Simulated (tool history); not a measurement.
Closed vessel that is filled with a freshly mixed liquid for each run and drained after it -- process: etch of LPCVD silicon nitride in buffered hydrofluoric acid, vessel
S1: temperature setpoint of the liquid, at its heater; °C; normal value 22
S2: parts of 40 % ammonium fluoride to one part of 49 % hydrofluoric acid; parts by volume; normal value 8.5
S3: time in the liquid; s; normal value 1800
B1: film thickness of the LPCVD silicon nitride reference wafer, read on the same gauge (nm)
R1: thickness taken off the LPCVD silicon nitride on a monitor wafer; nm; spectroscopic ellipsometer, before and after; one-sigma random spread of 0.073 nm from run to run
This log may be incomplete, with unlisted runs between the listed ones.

run    hour    S1   S2    S3      B1     R1
  1       0    22  8.5  2560  149.98  32.92
  2    43.4    23  8.5  1800  149.97  24.48
  3   144.8    22  8.5  1130  149.99  14.51
  4   239.1    22  8.5  1130  149.99   14.4
  5   287.3  20.5  8.5  1240  150.02  14.55
  6     354    22  8.5  1800  149.96  22.91
  7   417.9    22  8.5  1800  149.99   22.9
  8   504.7    22  8.5  1800  149.98  22.83
  9   555.1    22  8.5  1800  150.02   22.8
 10   640.4  26.5  8.5  2840  149.99  45.79
 11   719.2    22  8.5  1800     150  22.59
 12   780.3    22  8.5  2815  149.98   35.4
      781.4  -- thermometer replaced
      850.8  -- gauge calibrated
 13   871.8  26.5   10  1800  150.03  25.48
        877  -- hydrofluoric acid flow meter replaced
 14   942.6    20  8.5  1280  149.96  15.18
 15  1025.1    26  6.5  2480  149.93  53.76
 16  1071.3    22  8.5   955  150.03   12.6
 17  1131.9  23.5  8.5  1800  150.02  25.85
 18  1234.5    22  8.5  2465  149.97  32.38

Alternative continuations, all from the tool just after run 18; predict every row:
  A  1235.7  22  8.5  1800   ?   ?
  B  1235.7  22  8.5  2320   ?   ?
  C  1235.7  22  8.5  1185   ?   ?
  D  1235.7  22    7  1520   ?   ?

run      B1     R1
  A  150.03  23.67
  B  150.03   30.5
  C  150.03  15.58
  D  150.03  24.66
Without the tool's hidden state the same runs would have given:
run     R1
  A  23.93
  B  30.85
  C  15.76
  D  24.93
